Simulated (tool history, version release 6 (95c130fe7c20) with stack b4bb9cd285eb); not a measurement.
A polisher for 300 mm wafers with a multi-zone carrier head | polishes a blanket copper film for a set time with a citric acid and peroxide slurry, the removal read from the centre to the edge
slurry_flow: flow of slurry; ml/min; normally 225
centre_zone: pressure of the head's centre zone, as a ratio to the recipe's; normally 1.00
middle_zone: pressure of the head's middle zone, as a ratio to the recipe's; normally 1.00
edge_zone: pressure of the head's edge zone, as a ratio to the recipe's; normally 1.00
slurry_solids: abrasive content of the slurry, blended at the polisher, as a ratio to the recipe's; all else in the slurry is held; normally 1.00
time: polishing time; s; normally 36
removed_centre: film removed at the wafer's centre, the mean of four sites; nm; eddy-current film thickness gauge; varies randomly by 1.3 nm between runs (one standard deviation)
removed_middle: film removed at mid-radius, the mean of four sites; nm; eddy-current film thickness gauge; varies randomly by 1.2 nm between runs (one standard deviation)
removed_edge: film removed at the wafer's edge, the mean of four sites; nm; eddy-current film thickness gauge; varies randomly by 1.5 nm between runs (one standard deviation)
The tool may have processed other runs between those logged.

run	hour	slurry_flow	centre_zone	middle_zone	edge_zone	slurry_solids	time	incoming thickness of the incoming film, nm	removed_centre	removed_middle	removed_edge
1	0.0	225	1.00	1.00	1.00	1.00	36	1057.8	104.6	97.0	101.2
2	33.1	225	1.00	1.00	1.00	1.25	36	1054.7	113.2	99.3	106.7
3	62.1	225	1.00	1.00	1.00	1.25	36	1039.2	109.3	99.9	104.2
# hour 71.9: centre zone pressure recalibrated
4	75.2	225	1.00	1.00	1.00	1.00	36	1053.4	98.0	94.4	99.5
# hour 78.6: edge zone pressure recalibrated
5	102.8	225	1.00	1.00	1.00	1.00	36	1040.0	99.4	94.5	101.5
6	133.3	225	1.00	1.00	1.00	1.00	36	1032.0	99.6	92.4	98.9
7	148.5	160	1.00	1.00	1.00	1.00	36	1031.1	89.2	85.0	95.2
# hour 157.9: worn pad replaced by a new one
8	177.9	290	1.00	1.00	1.00	0.75	32	1049.2	87.8	85.4	86.7
# hour 198.8: carrier head's membrane replaced by a new one
9	211.4	225	1.00	0.89	0.91	1.00	36	1038.3	99.6	82.7	95.3
10	225.8	250	1.00	1.00	1.00	1.00	36	1052.0	102.3	97.1	101.1
11	253.7	160	1.00	0.93	1.00	1.15	47	1028.2	118.1	107.8	124.1
12	269.3	225	1.11	1.00	1.00	1.00	36	1058.4	110.9	91.9	98.6
13	292.8	225	1.00	1.00	1.00	1.00	36	1041.2	99.6	92.5	100.9
14	322.5	275	1.00	1.00	1.00	1.00	36	1030.4	104.4	96.7	102.2
# hour 331.7: slurry nozzle cleaned
# hour 349.6: edge zone pressure recalibrated
15	354.1	270	1.00	1.00	1.00	0.70	36	1054.3	106.6	96.2	99.9
# hour 375.8: worn pad replaced by a new one
16	379.9	225	1.00	1.00	1.00	1.00	36	1032.5	107.9	97.1	103.2
17	402.8	225	1.00	1.00	1.00	1.00	36	1037.2	109.5	99.6	102.7
18	418.4	225	1.00	1.00	1.00	1.00	36	1036.8	111.9	99.3	104.9
19	438.2	225	1.00	1.00	0.92	0.75	36	1030.5	105.4	92.5	94.4
20	472.2	225	1.00	1.00	1.00	0.90	36	1031.1	108.2	96.7	102.2

Selected run-to-run steps in removed_centre, each split into two signed amounts: the part the tool would show with no hidden state at all (from settings, incoming material and random variation), and the remainder, which goes to the hidden state together with any gauge scatter not common to the measured and the hidden-state-free results:
Hidden state at play: removal rate lost through wear of the pad, %; slurry flow missing at the pad, %; deviation of the centre zone's pressure from its setpoint, %; deviation of the edge zone's pressure from its setpoint, %.
Run 3 -> 4: slurry_solids 1.25 -> 1.00, centre zone pressure recalibrated. removed_centre -11.3 nm: hidden state -9.6, all else -1.7.
Run 8 -> 9: slurry_flow 290 -> 225, middle_zone 1.00 -> 0.89, edge_zone 1.00 -> 0.91, slurry_solids 0.75 -> 1.00, time 32 -> 36, carrier head's membrane replaced by a new one. removed_centre +11.8 nm: hidden state -1.5, all else +13.3.
Run 10 -> 11: slurry_flow 250 -> 160, middle_zone 1.00 -> 0.93, slurry_solids 1.00 -> 1.15, time 36 -> 47. removed_centre +15.8 nm: hidden state -5.8, all else +21.6.
Run 14 -> 15: slurry_flow 275 -> 270, slurry_solids 1.00 -> 0.70, slurry nozzle cleaned, edge zone pressure recalibrated. removed_centre +2.2 nm: hidden state +7.6, all else -5.4.
